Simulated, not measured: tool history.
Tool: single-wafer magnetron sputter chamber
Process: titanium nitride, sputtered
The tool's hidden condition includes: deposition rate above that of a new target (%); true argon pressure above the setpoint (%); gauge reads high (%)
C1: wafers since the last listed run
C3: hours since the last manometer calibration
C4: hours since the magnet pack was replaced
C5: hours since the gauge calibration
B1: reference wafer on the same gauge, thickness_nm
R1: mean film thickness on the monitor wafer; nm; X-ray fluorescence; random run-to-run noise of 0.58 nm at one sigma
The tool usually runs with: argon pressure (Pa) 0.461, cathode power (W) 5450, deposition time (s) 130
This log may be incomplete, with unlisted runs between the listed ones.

run 1 hour=0 | argon_pressure_(Pa)=0.461 cathode_power_(W)=5450 deposition_time_(s)=130 | C1=0 wafers_on_the_sputter_target=1905 C3=1470.2 C4=7189.6 C5=1013.2 | B1=140.108 | R1=127.499
run 2 hour=13 | argon_pressure_(Pa)=0.461 cathode_power_(W)=5450 deposition_time_(s)=130 | C1=167 wafers_on_the_sputter_target=2072 C3=1483.2 C4=7202.6 C5=1026.2 | B1=140.019 | R1=127.259
run 3 hour=42.1 | argon_pressure_(Pa)=0.461 cathode_power_(W)=5450 deposition_time_(s)=149 | C1=375 wafers_on_the_sputter_target=2448 C3=1512.3 C4=7231.7 C5=1055.3 | B1=140.068 | R1=144.723
run 4 hour=69.5 | argon_pressure_(Pa)=0.461 cathode_power_(W)=5450 deposition_time_(s)=149 | C1=353 wafers_on_the_sputter_target=2802 C3=1539.7 C4=7259.1 C5=1082.7 | B1=139.873 | R1=144.814
run 5 hour=103.8 | argon_pressure_(Pa)=0.461 cathode_power_(W)=5450 deposition_time_(s)=130 | C1=442 wafers_on_the_sputter_target=3245 C3=1574 C4=7293.4 C5=1117 | B1=139.782 | R1=125.632
run 6 hour=122.4 | argon_pressure_(Pa)=0.461 cathode_power_(W)=5450 deposition_time_(s)=130 | C1=240 wafers_on_the_sputter_target=3485 C3=1592.6 C4=7312 C5=1135.6 | B1=139.831 | R1=126.113
-- hour=136.4 sputter target and shields replaced
run 7 hour=140.8 | argon_pressure_(Pa)=0.461 cathode_power_(W)=5450 deposition_time_(s)=130 | C1=134 wafers_on_the_sputter_target=56 C3=1611 C4=7330.4 C5=1154 | B1=140.252 | R1=128.276
run 8 hour=176.4 | argon_pressure_(Pa)=0.461 cathode_power_(W)=5450 deposition_time_(s)=130 | C1=459 wafers_on_the_sputter_target=516 C3=1646.6 C4=7366 C5=1189.6 | B1=139.825 | R1=127.824
run 9 hour=196.2 | argon_pressure_(Pa)=0.461 cathode_power_(W)=5450 deposition_time_(s)=130 | C1=255 wafers_on_the_sputter_target=772 C3=1666.4 C4=7385.8 C5=1209.4 | B1=140.021 | R1=127.788
run 10 hour=217.4 | argon_pressure_(Pa)=0.461 cathode_power_(W)=5450 deposition_time_(s)=130 | C1=273 wafers_on_the_sputter_target=1045 C3=1687.6 C4=7407 C5=1230.6 | B1=140.07 | R1=127.564
run 11 hour=239.1 | argon_pressure_(Pa)=0.461 cathode_power_(W)=5450 deposition_time_(s)=130 | C1=280 wafers_on_the_sputter_target=1326 C3=1709.3 C4=7428.7 C5=1252.3 | B1=140.209 | R1=127.872
run 12 hour=268.9 | argon_pressure_(Pa)=0.461 cathode_power_(W)=5450 deposition_time_(s)=130 | C1=384 wafers_on_the_sputter_target=1710 C3=1739.1 C4=7458.5 C5=1282.1 | B1=139.9 | R1=126.999
run 13 hour=311.6 | argon_pressure_(Pa)=0.461 cathode_power_(W)=5450 deposition_time_(s)=130 | C1=551 wafers_on_the_sputter_target=2262 C3=1781.8 C4=7501.2 C5=1324.8 | B1=140.268 | R1=126.899
-- hour=331.6 gauge calibrated
run 14 hour=344 | argon_pressure_(Pa)=0.461 cathode_power_(W)=5450 deposition_time_(s)=145 | C1=418 wafers_on_the_sputter_target=2680 C3=1814.2 C4=7533.6 C5=12.4 | B1=139.741 | R1=140.461
run 15 hour=372 | argon_pressure_(Pa)=0.461 cathode_power_(W)=5450 deposition_time_(s)=130 | C1=361 wafers_on_the_sputter_target=3042 C3=1842.2 C4=7561.6 C5=40.4 | B1=140.335 | R1=126.76
run 16 hour=402.4 | argon_pressure_(Pa)=0.461 cathode_power_(W)=5450 deposition_time_(s)=130 | C1=392 wafers_on_the_sputter_target=3434 C3=1872.6 C4=7592 C5=70.8 | B1=140.04 | R1=125.627
run 17 hour=427.4 | argon_pressure_(Pa)=0.461 cathode_power_(W)=5450 deposition_time_(s)=130 | C1=322 wafers_on_the_sputter_target=3757 C3=1897.6 C4=7617 C5=95.8 | B1=140.208 | R1=126.074
run 18 hour=451.3 | argon_pressure_(Pa)=0.609 cathode_power_(W)=5450 deposition_time_(s)=130 | C1=308 wafers_on_the_sputter_target=4065 C3=1921.5 C4=7640.9 C5=119.7 | B1=140.008 | R1=118.973
-- hour=487.1 sputter target and shields replaced
-- hour=535.3 magnet pack replaced, of another model than before
run 19 hour=547.4 | argon_pressure_(Pa)=0.461 cathode_power_(W)=5450 deposition_time_(s)=130 | C1=1034 wafers_on_the_sputter_target=675 C3=2017.6 C4=12.1 C5=215.8 | B1=139.968 | R1=128.322
run 20 hour=580.3 | argon_pressure_(Pa)=0.461 cathode_power_(W)=5450 deposition_time_(s)=130 | C1=424 wafers_on_the_sputter_target=1100 C3=2050.5 C4=45 C5=248.7 | B1=139.637 | R1=128.078
-- hour=599.9 capacitance manometer re-zeroed and calibrated
run 21 hour=610.3 | argon_pressure_(Pa)=0.643 cathode_power_(W)=4400 deposition_time_(s)=144 | C1=284 wafers_on_the_sputter_target=1384 C3=10.4 C4=75 C5=278.7 | B1=140.367 | R1=108.935
run 22 hour=630.1 | argon_pressure_(Pa)=0.303 cathode_power_(W)=6350 deposition_time_(s)=141 | C1=255 wafers_on_the_sputter_target=1640 C3=30.2 C4=94.8 C5=298.5 | B1=140.058 | R1=168.68
run 23 hour=690.1 | argon_pressure_(Pa)=0.461 cathode_power_(W)=5450 deposition_time_(s)=130 | C1=774 wafers_on_the_sputter_target=2415 C3=90.2 C4=154.8 C5=358.5 | B1=139.941 | R1=127.517
run 24 hour=702.9 | argon_pressure_(Pa)=0.461 cathode_power_(W)=5450 deposition_time_(s)=130 | C1=165 wafers_on_the_sputter_target=2580 C3=103 C4=167.6 C5=371.3 | B1=139.884 | R1=126.792
run 25 hour=732.3 | argon_pressure_(Pa)=0.461 cathode_power_(W)=6100 deposition_time_(s)=138 | C1=379 wafers_on_the_sputter_target=2959 C3=132.4 C4=197 C5=400.7 | B1=140.036 | R1=146.863
run 26 hour=754.3 | argon_pressure_(Pa)=0.461 cathode_power_(W)=4800 deposition_time_(s)=130 | C1=284 wafers_on_the_sputter_target=3244 C3=154.4 C4=219 C5=422.7 | B1=139.908 | R1=114.175
-- hour=765.2 sputter target and shields replaced
run 27 hour=778.4 | argon_pressure_(Pa)=0.356 cathode_power_(W)=5450 deposition_time_(s)=130 | C1=207 wafers_on_the_sputter_target=171 C3=178.5 C4=243.1 C5=446.8 | B1=140.083 | R1=135.389
run 28 hour=792.8 | argon_pressure_(Pa)=0.283 cathode_power_(W)=5450 deposition_time_(s)=130 | C1=185 wafers_on_the_sputter_target=356 C3=192.9 C4=257.5 C5=461.2 | B1=140.179 | R1=141.118
run 29 hour=805.5 | argon_pressure_(Pa)=0.461 cathode_power_(W)=5450 deposition_time_(s)=130 | C1=163 wafers_on_the_sputter_target=520 C3=205.6 C4=270.2 C5=473.9 | B1=139.967 | R1=127.924
run 30 hour=835.3 | argon_pressure_(Pa)=0.612 cathode_power_(W)=4900 deposition_time_(s)=130 | C1=384 wafers_on_the_sputter_target=905 C3=235.4 C4=300 C5=503.7 | B1=139.792 | R1=109.822
run 31 hour=862.1 | argon_pressure_(Pa)=0.461 cathode_power_(W)=5450 deposition_time_(s)=130 | C1=346 wafers_on_the_sputter_target=1251 C3=262.2 C4=326.8 C5=530.5 | B1=139.592 | R1=127.048
run 32 hour=884.2 | argon_pressure_(Pa)=0.607 cathode_power_(W)=6200 deposition_time_(s)=130 | C1=285 wafers_on_the_sputter_target=1537 C3=284.3 C4=348.9 C5=552.6 | B1=139.937 | R1=131.663
run 33 hour=902.3 | argon_pressure_(Pa)=0.389 cathode_power_(W)=4400 deposition_time_(s)=145 | C1=233 wafers_on_the_sputter_target=1770 C3=302.4 C4=367 C5=570.7 | B1=140.053 | R1=125.49
run 34 hour=937.8 | argon_pressure_(Pa)=0.584 cathode_power_(W)=5450 deposition_time_(s)=137 | C1=458 wafers_on_the_sputter_target=2229 C3=337.9 C4=402.5 C5=606.2 | B1=140.161 | R1=126.577
run 35 hour=962.4 | argon_pressure_(Pa)=0.461 cathode_power_(W)=5450 deposition_time_(s)=130 | C1=317 wafers_on_the_sputter_target=2546 C3=362.5 C4=427.1 C5=630.8 | B1=139.986 | R1=126.343

Alternative continuations, all from the tool just after run 35; predict every row:
run A hour=962.8 | argon_pressure_(Pa)=0.461 cathode_power_(W)=5450 deposition_time_(s)=130 | C1=5 wafers_on_the_sputter_target=2551 C3=362.9 C4=427.5 C5=631.2 | B1=? | R1=?
run B hour=962.8 | argon_pressure_(Pa)=0.394 cathode_power_(W)=6600 deposition_time_(s)=140 | C1=5 wafers_on_the_sputter_target=2551 C3=362.9 C4=427.5 C5=631.2 | B1=? | R1=?
run C hour=962.8 | argon_pressure_(Pa)=0.557 cathode_power_(W)=5950 deposition_time_(s)=147 | C1=5 wafers_on_the_sputter_target=2551 C3=362.9 C4=427.5 C5=631.2 | B1=? | R1=?
run D hour=962.8 | argon_pressure_(Pa)=0.585 cathode_power_(W)=5450 deposition_time_(s)=130 | C1=5 wafers_on_the_sputter_target=2551 C3=362.9 C4=427.5 C5=631.2 | B1=? | R1=?

run=A B1=139.993 R1=127.554
run=B B1=139.993 R1=165.543
run=C B1=139.993 R1=147.14
run=D B1=139.993 R1=119.761
Had the tool no hidden state, the same runs would have come out as:
run=A R1=129.566
run=B R1=168.153
run=C R1=149.461
run=D R1=121.65
